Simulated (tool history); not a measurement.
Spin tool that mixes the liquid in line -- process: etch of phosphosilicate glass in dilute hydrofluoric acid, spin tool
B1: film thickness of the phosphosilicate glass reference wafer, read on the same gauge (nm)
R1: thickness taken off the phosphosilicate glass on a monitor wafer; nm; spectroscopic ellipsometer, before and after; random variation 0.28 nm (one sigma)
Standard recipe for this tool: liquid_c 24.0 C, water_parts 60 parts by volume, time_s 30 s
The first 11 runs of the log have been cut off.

run 12 hour=706.6 | liquid_c=24.0 water_parts=60 time_s=30 | B1=110.00 | R1=40.06
run 13 hour=839.4 | liquid_c=24.0 water_parts=60 time_s=15 | B1=109.97 | R1=20.03
run 14 hour=889.2 | liquid_c=24.0 water_parts=70 time_s=15 | B1=110.02 | R1=16.97
run 15 hour=1029.4 | liquid_c=24.0 water_parts=45 time_s=30 | B1=109.97 | R1=54.29
run 16 hour=1070.5 | liquid_c=24.0 water_parts=70 time_s=50 | B1=110.04 | R1=56.22
run 17 hour=1101.8 | liquid_c=26.5 water_parts=70 time_s=15 | B1=110.03 | R1=18.71
-- hour=1139.6 thermometer replaced
run 18 hour=1160.7 | liquid_c=24.0 water_parts=60 time_s=30 | B1=109.98 | R1=39.70
run 19 hour=1199.0 | liquid_c=20.0 water_parts=30 time_s=30 | B1=110.00 | R1=70.38
run 20 hour=1231.4 | liquid_c=24.0 water_parts=60 time_s=30 | B1=110.03 | R1=40.00
run 21 hour=1299.9 | liquid_c=20.0 water_parts=60 time_s=45 | B1=110.04 | R1=50.11
-- hour=1330.5 gauge calibrated
run 22 hour=1359.6 | liquid_c=24.0 water_parts=70 time_s=25 | B1=109.99 | R1=28.05
run 23 hour=1391.3 | liquid_c=27.0 water_parts=40 time_s=20 | B1=109.95 | R1=45.43
run 24 hour=1460.7 | liquid_c=26.0 water_parts=60 time_s=30 | B1=110.01 | R1=42.50
run 25 hour=1528.8 | liquid_c=24.0 water_parts=60 time_s=30 | B1=110.01 | R1=39.41
run 26 hour=1554.8 | liquid_c=21.5 water_parts=60 time_s=30 | B1=110.01 | R1=35.78
run 27 hour=1603.2 | liquid_c=24.0 water_parts=60 time_s=30 | B1=109.97 | R1=39.31
run 28 hour=1654.5 | liquid_c=28.0 water_parts=60 time_s=50 | B1=109.99 | R1=77.25
run 29 hour=1708.7 | liquid_c=19.0 water_parts=45 time_s=35 | B1=109.99 | R1=50.92
run 30 hour=1773.6 | liquid_c=24.0 water_parts=60 time_s=30 | B1=110.00 | R1=39.28
run 31 hour=1829.1 | liquid_c=21.5 water_parts=40 time_s=45 | B1=110.02 | R1=81.40

Alternative continuations, all from the tool just after run 31; predict every row:
run A hour=1829.5 | liquid_c=24.0 water_parts=60 time_s=20 | B1=? | R1=?
run B hour=1829.5 | liquid_c=27.5 water_parts=60 time_s=30 | B1=? | R1=?
run C hour=1829.5 | liquid_c=24.0 water_parts=90 time_s=50 | B1=? | R1=?
run D hour=1829.5 | liquid_c=28.0 water_parts=85 time_s=15 | B1=? | R1=?
run E hour=1829.5 | liquid_c=24.0 water_parts=80 time_s=30 | B1=? | R1=?

run=A B1=109.96 R1=25.94
run=B B1=109.96 R1=44.78
run=C B1=109.96 R1=41.55
run=D B1=109.96 R1=15.54
run=E B1=109.96 R1=28.41
Stripped of hidden state, with their random variation kept, the same runs would have yielded:
run=A R1=26.99
run=B R1=46.61
run=C R1=43.30
run=D R1=16.20
run=E R1=29.59
